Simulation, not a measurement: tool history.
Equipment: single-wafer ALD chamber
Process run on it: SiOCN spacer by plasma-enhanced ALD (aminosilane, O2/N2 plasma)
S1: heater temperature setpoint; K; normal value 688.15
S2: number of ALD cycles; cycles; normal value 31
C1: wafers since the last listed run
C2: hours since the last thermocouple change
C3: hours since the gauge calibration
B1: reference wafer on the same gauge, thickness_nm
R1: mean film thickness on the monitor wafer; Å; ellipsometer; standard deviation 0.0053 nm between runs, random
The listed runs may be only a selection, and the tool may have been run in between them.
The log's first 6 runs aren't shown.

| run | day | S1 | S2 | C1 | C2 | C3 | B1 | R1 |
|---|---|---|---|---|---|---|---|---|
| 7 | 11.079 | 688.15 | 31 | 196 | 1292.3 | 812.8 | 1.790 | 18.11 |
| 8 | 12.542 | 677.15 | 31 | 210 | 1327.4 | 847.9 | 1.788 | 18.70 |
| 9 | 14.471 | 677.15 | 31 | 277 | 1373.7 | 894.2 | 1.788 | 18.88 |
| 10 | 15.950 | 688.15 | 27 | 212 | 1409.2 | 929.7 | 1.792 | 15.84 |
| 11 | 18.083 | 697.15 | 28 | 307 | 1460.4 | 980.9 | 1.790 | 16.02 |
| 12 | 19.738 | 697.15 | 28 | 238 | 1500.1 | 1020.6 | 1.789 | 15.97 |
| 13 | 22.038 | 695.15 | 31 | 331 | 1555.3 | 1075.8 | 1.788 | 17.85 |
| 14 | 24.021 | 695.15 | 31 | 285 | 1602.9 | 1123.4 | 1.790 | 17.79 |
| 15 | 26.800 | 688.15 | 32 | 400 | 1669.6 | 1190.1 | 1.790 | 18.86 |
| 16 | 34.133 | 675.15 | 26 | 1055 | 1845.6 | 1366.1 | 1.791 | 15.82 |
| 17 | 36.983 | 696.15 | 26 | 410 | 1914.0 | 1434.5 | 1.790 | 14.85 |
| 18 | 38.150 | 688.15 | 31 | 167 | 1942.0 | 1462.5 | 1.789 | 18.24 |
| 19 | 39.608 | 688.15 | 31 | 209 | 1977.0 | 1497.5 | 1.790 | 18.30 |

Run 20 has not been measured yet. What should we expect?
| 20 | 41.654 | 680.15 | 37 | 294 | 2026.1 | 1546.6 | ? | ? |

Logged for run 20: B1 1.791, R1 22.48 Å.
Were there no unlogged condition in the tool, this run, its random variation unchanged, would have produced R1 22.10 Å.
